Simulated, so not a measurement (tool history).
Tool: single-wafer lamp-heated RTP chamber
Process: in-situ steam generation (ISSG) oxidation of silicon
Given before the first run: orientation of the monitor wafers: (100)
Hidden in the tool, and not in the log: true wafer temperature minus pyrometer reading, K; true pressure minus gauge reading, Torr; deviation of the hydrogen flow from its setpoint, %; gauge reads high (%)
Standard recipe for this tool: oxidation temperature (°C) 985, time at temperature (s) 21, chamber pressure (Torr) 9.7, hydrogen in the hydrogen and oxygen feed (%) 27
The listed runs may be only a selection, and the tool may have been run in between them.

run,hour,oxidation temperature (°C),time at temperature (s),chamber pressure (Torr),hydrogen in the hydrogen and oxygen feed (%),wafers since the last listed run,wafers since the last pyrometer calibration,hours since the pressure gauge was zeroed,hours since the hydrogen flow controller was replaced,hours since the gauge calibration,"read-back reference wafer on the same gauge, thickness",oxide thickness on the monitor wafer (Å)
1,0,985,15,9.7,27,0,4051,2933,1932.1,83.9,5.346,47.54
2,43.5,985,15,9.7,27,639,4690,2976.5,1975.6,127.4,5.335,48
3,65.6,985,15,9.7,27,325,5015,2998.6,1997.7,149.5,5.348,47.97
# hour 86.7: pyrometer window cleaned and pyrometer calibrated
4,94.9,985,21,9.7,27,313,120,3027.9,2027,178.8,5.347,56.21
5,122.9,985,21,9.7,27,411,532,3055.9,2055,206.8,5.334,56.31
6,143.7,985,21,9.7,20,305,838,3076.7,2075.8,227.6,5.322,53.32
# hour 168.2: pressure gauge zeroed
7,176,985,21,9.7,20,357,1195,7.8,2108.1,259.9,5.333,53.46
# hour 192.1: pyrometer window cleaned and pyrometer calibrated, repeated, since the last time left the tool worse
8,210.2,985,21,9.7,20,385,265,42,2142.3,294.1,5.336,50.33
9,225.1,985,21,9.7,27,219,484,56.9,2157.2,309,5.339,54.32
10,238.4,985,21,9.7,27,195,680,70.2,2170.5,322.3,5.329,54.07
11,253.6,985,21,9.7,27,223,903,85.4,2185.7,337.5,5.334,54.03
12,267,985,21,10.2,27,197,1100,98.8,2199.1,350.9,5.346,53.34
13,285.4,985,21,10.2,27,270,1371,117.2,2217.5,369.3,5.329,53.47
14,312.3,985,21,9.7,27,395,1767,144.1,2244.4,396.2,5.328,54.24
15,346.9,1001,27,10.2,18,508,2276,178.7,2279,430.8,5.349,59.53
16,367.2,1005,29,10.2,32,298,2574,199,2299.3,451.1,5.352,70.42
17,380,985,21,9,27,188,2762,211.8,2312.1,463.9,5.334,55.52
18,406.8,985,28,10.2,27,394,3156,238.6,2338.9,490.7,5.342,61.54
19,427.5,985,19,10.2,17,304,3461,259.3,2359.6,511.4,5.338,46.91
# hour 445.6: hydrogen flow controller replaced
20,452.9,990,27,9.7,30,255,3717,284.7,7.3,536.8,5.349,64.74
# hour 478.3: gauge calibrated
21,483.8,985,21,10.1,22,454,4171,315.6,38.2,5.5,5.334,52.89
22,498.3,985,27,9.7,27,213,4385,330.1,52.7,20,5.348,62.18
23,528.1,996,21,10.2,17,438,4823,359.9,82.5,49.8,5.354,51.76
24,540.2,985,21,9.7,27,177,5001,372,94.6,61.9,5.342,55.13
25,553.3,985,21,9.7,27,192,5193,385.1,107.7,75,5.355,54.99
# hour 567.7: pyrometer window cleaned and pyrometer calibrated
26,574.8,985,21,9.7,27,198,104,406.6,129.2,96.5,5.349,53.98
27,587.7,985,15,9.7,20,189,294,419.5,142.1,109.4,5.332,43.54
28,613.6,985,21,9.7,21,380,675,445.4,168,135.3,5.343,50.98
29,648.3,1005,21,9.7,27,510,1185,480.1,202.7,170,5.326,58.58
30,664.1,966,21,9.7,30,232,1417,495.9,218.5,185.8,5.341,51.78

Predict each of these 5 candidate next runs independently; none follows another, all start after run 30:
A,664.5,985,21,9.7,27,5,1423,496.3,218.9,186.2,?,?
B,664.5,1002,27,9.7,27,5,1423,496.3,218.9,186.2,?,?
C,664.5,985,18,9.7,27,5,1423,496.3,218.9,186.2,?,?
D,664.5,968,21,9.7,27,5,1423,496.3,218.9,186.2,?,?
E,664.5,985,25,8.7,17,5,1423,496.3,218.9,186.2,?,?

run,"read-back reference wafer on the same gauge, thickness",oxide thickness on the monitor wafer (Å)
A,5.347,54.15
B,5.347,65.41
C,5.347,50.59
D,5.347,50.9
E,5.347,53.77
Without the tool's hidden state the same runs would have given:
run,oxide thickness on the monitor wafer (Å)
A,53.62
B,64.65
C,50.12
D,50.45
E,53.22
